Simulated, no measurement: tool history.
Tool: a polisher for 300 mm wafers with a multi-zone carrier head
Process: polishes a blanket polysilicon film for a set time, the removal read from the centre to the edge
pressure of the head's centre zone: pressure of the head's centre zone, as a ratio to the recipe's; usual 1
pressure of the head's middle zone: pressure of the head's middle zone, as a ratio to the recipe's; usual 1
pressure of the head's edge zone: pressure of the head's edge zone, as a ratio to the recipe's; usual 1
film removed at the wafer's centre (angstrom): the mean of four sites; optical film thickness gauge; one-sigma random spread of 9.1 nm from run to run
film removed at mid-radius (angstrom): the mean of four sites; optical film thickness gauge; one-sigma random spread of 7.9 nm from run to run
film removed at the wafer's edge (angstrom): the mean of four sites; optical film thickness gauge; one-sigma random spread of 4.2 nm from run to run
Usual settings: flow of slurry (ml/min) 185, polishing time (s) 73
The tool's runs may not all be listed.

| run | hour | flow of slurry (ml/min) | pressure of the head's centre zone | pressure of the head's middle zone | pressure of the head's edge zone | polishing time (s) | wafers since the last listed run | wafers polished on this pad | hours since the slurry nozzle was cleaned | hours since the centre zone pressure was calibrated | hours since the edge zone pressure was calibrated | hours since the carrier head's membrane was replaced | incoming thickness of the incoming film, nm | film removed at the wafer's centre (angstrom) | film removed at mid-radius (angstrom) | film removed at the wafer's edge (angstrom) |
|---|---|---|---|---|---|---|---|---|---|---|---|---|---|---|---|---|
| 1 | 0 | 185 | 1 | 1 | 1 | 73 | 0 | 913 | 218.8 | 719.5 | 420.2 | 269.5 | 1870.5 | 6535 | 6148 | 6078 |
| 2 | 196 | 185 | 1 | 1 | 1 | 73 | 2446 | 3360 | 414.8 | 915.5 | 616.2 | 465.5 | 1799.2 | 6214 | 5903 | 5807 |
|  | 217.9 | edge zone pressure recalibrated |
| 3 | 272.4 | 185 | 1 | 1 | 1 | 73 | 928 | 4288 | 491.2 | 991.9 | 54.5 | 541.9 | 1841.8 | 6155 | 5771 | 5809 |
|  | 339.9 | slurry nozzle cleaned |
|  | 341.7 | centre zone pressure recalibrated |
| 4 | 342.2 | 185 | 1 | 1 | 1 | 73 | 835 | 5124 | 2.3 | 0.5 | 124.3 | 611.7 | 1825.1 | 6111 | 5900 | 5740 |
| 5 | 401.4 | 235 | 1 | 1 | 1 | 73 | 738 | 5863 | 61.5 | 59.7 | 183.5 | 670.9 | 1869.3 | 6142 | 5844 | 5794 |
| 6 | 450.9 | 185 | 1.12 | 1.06 | 1 | 73 | 617 | 6481 | 111 | 109.2 | 233 | 720.4 | 1868.1 | 6478 | 6028 | 5519 |
|  | 522.6 | worn pad replaced by a new one |
|  | 539.9 | carrier head's membrane replaced by a new one |
| 7 | 546.7 | 185 | 1 | 1 | 1 | 73 | 1083 | 238 | 206.8 | 205 | 328.8 | 6.8 | 1838.8 | 6491 | 6215 | 6055 |
| 8 | 642.8 | 165 | 1 | 1 | 1 | 73 | 1199 | 1438 | 302.9 | 301.1 | 424.9 | 102.9 | 1820.2 | 6012 | 5872 | 5843 |
| 9 | 719.4 | 185 | 1 | 1 | 1 | 73 | 956 | 2394 | 379.5 | 377.7 | 501.5 | 179.5 | 1810.5 | 6312 | 5939 | 5871 |
|  | 773.6 | edge zone pressure recalibrated |
| 10 | 819.8 | 185 | 1 | 1 | 1 | 73 | 1228 | 3622 | 479.9 | 478.1 | 46.2 | 279.9 | 1872.6 | 6064 | 5720 | 5821 |
| 11 | 879.5 | 185 | 1 | 1 | 1.07 | 73 | 745 | 4367 | 539.6 | 537.8 | 105.9 | 339.6 | 1846.4 | 5935 | 5646 | 5889 |
| 12 | 922.8 | 185 | 1 | 1 | 1 | 73 | 540 | 4908 | 582.9 | 581.1 | 149.2 | 382.9 | 1869.8 | 5932 | 5544 | 5569 |
|  | 970.9 | slurry nozzle cleaned |
| 13 | 1023.3 | 185 | 1 | 1 | 1 | 73 | 1241 | 6149 | 52.4 | 681.6 | 249.7 | 483.4 | 1846.5 | 5937 | 5418 | 5598 |
|  | 1096.3 | worn pad replaced by a new one |
| 14 | 1115.3 | 230 | 1.09 | 1 | 1 | 63 | 1098 | 236 | 144.4 | 773.6 | 341.7 | 575.4 | 1849.4 | 6352 | 5434 | 5380 |
| 15 | 1210.2 | 185 | 1 | 1 | 1.08 | 81 | 1184 | 1421 | 239.3 | 868.5 | 436.6 | 670.3 | 1862.2 | 7039 | 6603 | 6851 |
| 16 | 1278.2 | 165 | 1 | 1 | 1 | 73 | 848 | 2269 | 307.3 | 936.5 | 504.6 | 738.3 | 1830.8 | 6196 | 5956 | 5841 |
| 17 | 1323.4 | 205 | 1 | 1 | 1 | 83 | 564 | 2834 | 352.5 | 981.7 | 549.8 | 783.5 | 1845.5 | 7236 | 6812 | 6789 |
| 18 | 1365.2 | 230 | 1 | 1 | 1 | 62 | 521 | 3355 | 394.3 | 1023.5 | 591.6 | 825.3 | 1833.2 | 5442 | 5098 | 5059 |
|  | 1385 | edge zone pressure recalibrated |
|  | 1462.4 | centre zone pressure recalibrated |
|  | 1549.4 | carrier head's membrane replaced by a new one |
| 19 | 1626 | 210 | 1.07 | 1.04 | 1 | 49 | 3142 | 6498 | 655.1 | 163.6 | 241 | 76.6 | 1839.8 | 4280 | 3939 | 3789 |
|  | 1642.2 | slurry nozzle cleaned |
| 20 | 1665.9 | 200 | 1 | 0.9 | 1 | 73 | 485 | 6984 | 23.7 | 203.5 | 280.9 | 116.5 | 1854 | 5771 | 5072 | 5540 |
|  | 1706.1 | worn pad replaced by a new one |
| 21 | 1728.9 | 185 | 0.94 | 1 | 1 | 73 | 736 | 283 | 86.7 | 266.5 | 343.9 | 179.5 | 1819 | 5992 | 6158 | 6062 |
| 22 | 1805.7 | 185 | 1 | 1.1 | 1 | 61 | 958 | 1242 | 163.5 | 343.3 | 420.7 | 256.3 | 1844.5 | 5243 | 5267 | 4995 |
| 23 | 1870 | 185 | 1 | 1 | 1 | 73 | 802 | 2045 | 227.8 | 407.6 | 485 | 320.6 | 1849.1 | 6251 | 5869 | 5821 |

Here are 3 independent what-if runs from the current tool condition. What would each one return?
| A | 1870.4 | 185 | 1 | 1.11 | 1 | 73 | 4 | 2050 | 228.2 | 408 | 485.4 | 321 | 1834.3 | ? | ? | ? |
| B | 1870.4 | 185 | 1 | 1 | 1.08 | 73 | 4 | 2050 | 228.2 | 408 | 485.4 | 321 | 1834.3 | ? | ? | ? |
| C | 1870.4 | 150 | 1 | 1.1 | 1 | 73 | 4 | 2050 | 228.2 | 408 | 485.4 | 321 | 1834.3 | ? | ? | ? |

| run | film removed at the wafer's centre (angstrom) | film removed at mid-radius (angstrom) | film removed at the wafer's edge (angstrom) |
|---|---|---|---|
| A | 6241 | 6392 | 5863 |
| B | 6236 | 5848 | 6099 |
| C | 5961 | 6090 | 5694 |
Stripped of hidden state, with their random variation kept, the same runs would have yielded:
| run | film removed at the wafer's centre (angstrom) | film removed at mid-radius (angstrom) | film removed at the wafer's edge (angstrom) |
|---|---|---|---|
| A | 6563 | 6722 | 6166 |
| B | 6558 | 6150 | 6414 |
| C | 6269 | 6405 | 5988 |
